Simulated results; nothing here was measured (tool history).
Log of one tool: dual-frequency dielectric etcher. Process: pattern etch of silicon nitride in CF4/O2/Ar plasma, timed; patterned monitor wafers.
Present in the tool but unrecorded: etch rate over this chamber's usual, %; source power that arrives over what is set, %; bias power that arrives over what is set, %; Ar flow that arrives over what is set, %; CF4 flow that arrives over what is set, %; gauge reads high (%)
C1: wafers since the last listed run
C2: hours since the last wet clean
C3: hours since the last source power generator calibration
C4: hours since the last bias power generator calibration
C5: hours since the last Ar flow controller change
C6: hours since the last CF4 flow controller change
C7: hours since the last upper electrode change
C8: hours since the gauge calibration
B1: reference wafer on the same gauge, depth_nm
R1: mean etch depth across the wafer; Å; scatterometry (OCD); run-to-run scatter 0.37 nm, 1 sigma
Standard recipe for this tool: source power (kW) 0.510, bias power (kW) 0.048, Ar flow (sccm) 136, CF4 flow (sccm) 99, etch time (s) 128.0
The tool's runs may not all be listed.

Run 1, hour 0.0: usual settings but etch time (s) 158.5; C1 0; C2 425.8; C3 4157.9; C4 4117.0; C5 5919.5; C6 3751.8; C7 3206.1; C8 60.8; B1 226.1. Result: R1 3142 Å.
Run 2, hour 22.9: usual settings but etch time (s) 158.5; C1 254; C2 448.7; C3 4180.8; C4 4139.9; C5 5942.4; C6 3774.7; C7 3229.0; C8 83.7; B1 226.1. Result: R1 3142 Å.
Run 3, hour 52.0: usual settings but bias power (kW) 0.042, Ar flow (sccm) 127; C1 323; C2 477.8; C3 4209.9; C4 4169.0; C5 5971.5; C6 3803.8; C7 3258.1; C8 112.8; B1 226.0. Result: R1 2403 Å.
Run 4, hour 101.5: usual settings but CF4 flow (sccm) 104; C1 550; C2 527.3; C3 4259.4; C4 4218.5; C5 6021.0; C6 3853.3; C7 3307.6; C8 162.3; B1 226.0. Result: R1 2553 Å.
At hour 113.3: bias power generator calibrated.
At hour 143.1: wet clean of the chamber.
Run 5, hour 143.6: usual settings; C1 156; C2 0.5; C3 4301.5; C4 30.3; C5 6063.1; C6 3895.4; C7 3349.7; C8 204.4; B1 226.0. Result: R1 2556 Å.
At hour 154.8: Ar flow controller replaced.
Run 6, hour 190.2: usual settings; C1 451; C2 47.1; C3 4348.1; C4 76.9; C5 35.4; C6 3942.0; C7 3396.3; C8 251.0; B1 226.0. Result: R1 2557 Å.
Run 7, hour 209.2: usual settings; C1 211; C2 66.1; C3 4367.1; C4 95.9; C5 54.4; C6 3961.0; C7 3415.3; C8 270.0; B1 225.9. Result: R1 2560 Å.
At hour 239.2: source power generator calibrated.
Run 8, hour 309.5: usual settings but source power (kW) 0.420, etch time (s) 166.0; C1 1070; C2 166.4; C3 70.3; C4 196.2; C5 154.7; C6 4061.3; C7 3515.6; C8 370.3; B1 226.0. Result: R1 2750 Å.
At hour 341.0: upper electrode replaced.
Run 9, hour 341.5: usual settings; C1 88; C2 198.4; C3 102.3; C4 228.2; C5 186.7; C6 4093.3; C7 0.5; C8 402.3; B1 226.1. Result: R1 2468 Å.
Run 10, hour 358.8: usual settings but bias power (kW) 0.039; C1 192; C2 215.7; C3 119.6; C4 245.5; C5 204.0; C6 4110.6; C7 17.8; C8 419.6; B1 226.1. Result: R1 2253 Å.
Run 11, hour 376.3: usual settings; C1 194; C2 233.2; C3 137.1; C4 263.0; C5 221.5; C6 4128.1; C7 35.3; C8 437.1; B1 226.0. Result: R1 2472 Å.
At hour 398.7: gauge calibrated.
Run 12, hour 401.2: usual settings but source power (kW) 0.600, bias power (kW) 0.043; C1 276; C2 258.1; C3 162.0; C4 287.9; C5 246.4; C6 4153.0; C7 60.2; C8 2.5; B1 225.9. Result: R1 2676 Å.
Run 13, hour 432.4: usual settings but Ar flow (sccm) 105, CF4 flow (sccm) 114, etch time (s) 151.0; C1 346; C2 289.3; C3 193.2; C4 319.1; C5 277.6; C6 4184.2; C7 91.4; C8 33.7; B1 225.9. Result: R1 3056 Å.
At hour 453.9: CF4 flow controller replaced.
Run 14, hour 459.3: usual settings but Ar flow (sccm) 159; C1 232; C2 316.2; C3 220.1; C4 346.0; C5 304.5; C6 5.4; C7 118.3; C8 60.6; B1 226.0. Result: R1 2413 Å.
Run 15, hour 473.1: usual settings; C1 153; C2 330.0; C3 233.9; C4 359.8; C5 318.3; C6 19.2; C7 132.1; C8 74.4; B1 225.9. Result: R1 2465 Å.
Run 16, hour 497.3: usual settings but source power (kW) 0.430, bias power (kW) 0.036, Ar flow (sccm) 118, CF4 flow (sccm) 91; C1 269; C2 354.2; C3 258.1; C4 384.0; C5 342.5; C6 43.4; C7 156.3; C8 98.6; B1 226.0. Result: R1 1892 Å.
Run 17, hour 522.6: usual settings but source power (kW) 0.450, CF4 flow (sccm) 84; C1 281; C2 379.5; C3 283.4; C4 409.3; C5 367.8; C6 68.7; C7 181.6; C8 123.9; B1 226.0. Result: R1 2150 Å.
Run 18, hour 547.3: usual settings; C1 274; C2 404.2; C3 308.1; C4 434.0; C5 392.5; C6 93.4; C7 206.3; C8 148.6; B1 226.0. Result: R1 2452 Å.
Run 19, hour 572.8: usual settings but Ar flow (sccm) 157, CF4 flow (sccm) 108; C1 283; C2 429.7; C3 333.6; C4 459.5; C5 418.0; C6 118.9; C7 231.8; C8 174.1; B1 225.9. Result: R1 2461 Å.
Run 20, hour 585.6: usual settings; C1 142; C2 442.5; C3 346.4; C4 472.3; C5 430.8; C6 131.7; C7 244.6; C8 186.9; B1 226.0. Result: R1 2452 Å.
Run 21, hour 597.9: usual settings but etch time (s) 155.0; C1 136; C2 454.8; C3 358.7; C4 484.6; C5 443.1; C6 144.0; C7 256.9; C8 199.2; B1 226.0. Result: R1 2971 Å.
Run 22, hour 619.1: usual settings; C1 235; C2 476.0; C3 379.9; C4 505.8; C5 464.3; C6 165.2; C7 278.1; C8 220.4; B1 226.1. Result: R1 2457 Å.

Alternative continuations, all from the tool just after run 22; predict every row:
Run A, hour 619.6: usual settings; C1 5; C2 476.5; C3 380.4; C4 506.3; C5 464.8; C6 165.7; C7 278.6; C8 220.9; B1 ?. Result: R1 ?.
Run B, hour 619.6: usual settings but source power (kW) 0.560, bias power (kW) 0.054; C1 5; C2 476.5; C3 380.4; C4 506.3; C5 464.8; C6 165.7; C7 278.6; C8 220.9; B1 ?. Result: R1 ?.
Run C, hour 619.6: usual settings but Ar flow (sccm) 126; C1 5; C2 476.5; C3 380.4; C4 506.3; C5 464.8; C6 165.7; C7 278.6; C8 220.9; B1 ?. Result: R1 ?.

run     B1    R1
  A  226.0  2456
  B  226.0  2787
  C  226.0  2477
The same runs, with their run-to-run variation unchanged, on a tool lacking any hidden condition would have given:
run    R1
  A  2475
  B  2809
  C  2496

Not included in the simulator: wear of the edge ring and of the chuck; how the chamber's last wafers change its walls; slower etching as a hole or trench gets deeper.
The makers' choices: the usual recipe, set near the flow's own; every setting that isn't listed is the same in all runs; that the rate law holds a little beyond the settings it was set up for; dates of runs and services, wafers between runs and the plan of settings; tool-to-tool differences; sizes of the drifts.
